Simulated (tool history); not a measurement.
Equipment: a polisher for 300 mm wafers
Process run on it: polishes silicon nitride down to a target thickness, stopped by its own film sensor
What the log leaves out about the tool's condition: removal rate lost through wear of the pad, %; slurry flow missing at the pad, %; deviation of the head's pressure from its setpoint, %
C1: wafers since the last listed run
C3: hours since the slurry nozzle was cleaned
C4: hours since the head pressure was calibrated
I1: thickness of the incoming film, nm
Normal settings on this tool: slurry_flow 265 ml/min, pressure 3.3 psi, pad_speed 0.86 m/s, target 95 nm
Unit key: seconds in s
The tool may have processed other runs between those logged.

run 1 day=0.000 | slurry_flow=265 pressure=3.3 pad_speed=0.86 target=95 | C1=0 wafers_polished_on_this_pad=2521 C3=214.4 C4=1029.7 | I1=238.1 | seconds=116.3
run 2 day=1.588 | slurry_flow=265 pressure=3.3 pad_speed=0.86 target=95 | C1=326 wafers_polished_on_this_pad=2847 C3=252.5 C4=1067.8 | I1=240.1 | seconds=120.2
run 3 day=3.521 | slurry_flow=230 pressure=3.3 pad_speed=0.72 target=95 | C1=397 wafers_polished_on_this_pad=3245 C3=298.9 C4=1114.2 | I1=239.8 | seconds=137.4
-- day=5.162 worn pad replaced by a new one
run 4 day=6.238 | slurry_flow=230 pressure=3.3 pad_speed=0.72 target=95 | C1=524 wafers_polished_on_this_pad=221 C3=364.1 C4=1179.4 | I1=244.2 | seconds=141.0
-- day=6.946 slurry nozzle cleaned
-- day=8.117 head pressure recalibrated
run 5 day=9.858 | slurry_flow=230 pressure=3.3 pad_speed=0.72 target=95 | C1=719 wafers_polished_on_this_pad=940 C3=69.9 C4=41.8 | I1=238.6 | seconds=138.3
run 6 day=12.433 | slurry_flow=265 pressure=3.3 pad_speed=0.86 target=95 | C1=529 wafers_polished_on_this_pad=1470 C3=131.7 C4=103.6 | I1=241.9 | seconds=119.5
run 7 day=16.542 | slurry_flow=265 pressure=3.3 pad_speed=0.86 target=95 | C1=845 wafers_polished_on_this_pad=2315 C3=230.3 C4=202.2 | I1=243.7 | seconds=126.1
-- day=19.625 worn pad replaced by a new one
-- day=22.571 slurry nozzle cleaned
run 8 day=25.017 | slurry_flow=265 pressure=3.3 pad_speed=0.86 target=95 | C1=1701 wafers_polished_on_this_pad=1100 C3=58.7 C4=405.6 | I1=244.9 | seconds=121.0
run 9 day=26.654 | slurry_flow=265 pressure=3.6 pad_speed=0.86 target=95 | C1=336 wafers_polished_on_this_pad=1437 C3=98.0 C4=444.9 | I1=241.3 | seconds=114.4
run 10 day=28.950 | slurry_flow=265 pressure=3.6 pad_speed=0.86 target=95 | C1=472 wafers_polished_on_this_pad=1910 C3=153.1 C4=500.0 | I1=235.7 | seconds=111.1
-- day=36.246 worn pad replaced by a new one
-- day=39.075 slurry nozzle cleaned
run 11 day=39.292 | slurry_flow=295 pressure=3.3 pad_speed=0.86 target=95 | C1=2085 wafers_polished_on_this_pad=618 C3=5.2 C4=748.2 | I1=240.9 | seconds=115.6
run 12 day=41.854 | slurry_flow=240 pressure=3.3 pad_speed=0.86 target=95 | C1=527 wafers_polished_on_this_pad=1145 C3=66.7 C4=809.7 | I1=241.0 | seconds=120.7
run 13 day=43.583 | slurry_flow=230 pressure=3.3 pad_speed=0.72 target=95 | C1=355 wafers_polished_on_this_pad=1501 C3=108.2 C4=851.2 | I1=243.1 | seconds=141.7
run 14 day=45.975 | slurry_flow=235 pressure=2.3 pad_speed=0.72 target=125 | C1=492 wafers_polished_on_this_pad=1993 C3=165.6 C4=908.6 | I1=240.4 | seconds=135.8
run 15 day=48.354 | slurry_flow=265 pressure=3.3 pad_speed=0.86 target=95 | C1=489 wafers_polished_on_this_pad=2483 C3=222.7 C4=965.7 | I1=241.3 | seconds=117.3
-- day=50.433 worn pad replaced by a new one
run 16 day=51.475 | slurry_flow=185 pressure=4.0 pad_speed=1.14 target=122 | C1=607 wafers_polished_on_this_pad=214 C3=297.6 C4=1040.6 | I1=237.6 | seconds=70.7
run 17 day=54.358 | slurry_flow=265 pressure=4.0 pad_speed=0.86 target=95 | C1=593 wafers_polished_on_this_pad=807 C3=366.8 C4=1109.8 | I1=239.4 | seconds=106.4
-- day=54.458 slurry nozzle cleaned
run 18 day=56.875 | slurry_flow=265 pressure=3.3 pad_speed=0.86 target=138 | C1=509 wafers_polished_on_this_pad=1316 C3=58.0 C4=1170.2 | I1=237.5 | seconds=82.3
-- day=59.925 head pressure recalibrated
run 19 day=63.833 | slurry_flow=265 pressure=3.3 pad_speed=0.86 target=95 | C1=1414 wafers_polished_on_this_pad=2731 C3=225.0 C4=93.8 | I1=237.3 | seconds=114.3
-- day=64.617 worn pad replaced by a new one
run 20 day=66.304 | slurry_flow=265 pressure=3.3 pad_speed=0.86 target=95 | C1=474 wafers_polished_on_this_pad=347 C3=284.3 C4=153.1 | I1=240.2 | seconds=120.5
run 21 day=68.358 | slurry_flow=350 pressure=2.8 pad_speed=1.12 target=116 | C1=422 wafers_polished_on_this_pad=770 C3=333.6 C4=202.4 | I1=238.8 | seconds=84.0
run 22 day=70.471 | slurry_flow=190 pressure=3.3 pad_speed=1.16 target=95 | C1=434 wafers_polished_on_this_pad=1204 C3=384.3 C4=253.1 | I1=242.5 | seconds=101.3
-- day=70.938 slurry nozzle cleaned
run 23 day=74.671 | slurry_flow=360 pressure=3.3 pad_speed=0.60 target=95 | C1=855 wafers_polished_on_this_pad=2060 C3=89.6 C4=353.9 | I1=235.3 | seconds=149.2
run 24 day=76.796 | slurry_flow=265 pressure=3.3 pad_speed=0.86 target=95 | C1=437 wafers_polished_on_this_pad=2497 C3=140.6 C4=404.9 | I1=237.0 | seconds=116.2

Below are 4 alternative next runs, each starting from the tool's condition after run 24. Predict each:
run A day=76.817 | slurry_flow=265 pressure=3.3 pad_speed=0.86 target=95 | C1=4 wafers_polished_on_this_pad=2501 C3=141.1 C4=405.4 | I1=239.8 | seconds=?
run B day=76.817 | slurry_flow=180 pressure=3.3 pad_speed=0.86 target=95 | C1=4 wafers_polished_on_this_pad=2501 C3=141.1 C4=405.4 | I1=239.8 | seconds=?
run C day=76.817 | slurry_flow=200 pressure=4.2 pad_speed=1.00 target=120 | C1=4 wafers_polished_on_this_pad=2501 C3=141.1 C4=405.4 | I1=239.8 | seconds=?
run D day=76.817 | slurry_flow=300 pressure=3.6 pad_speed=0.86 target=95 | C1=4 wafers_polished_on_this_pad=2501 C3=141.1 C4=405.4 | I1=239.8 | seconds=?

run=A seconds=118.6
run=B seconds=124.7
run=C seconds=77.4
run=D seconds=111.1
Without the tool's unlogged condition, the same runs would have read:
run=A seconds=118.6
run=B seconds=124.7
run=C seconds=77.4
run=D seconds=111.1
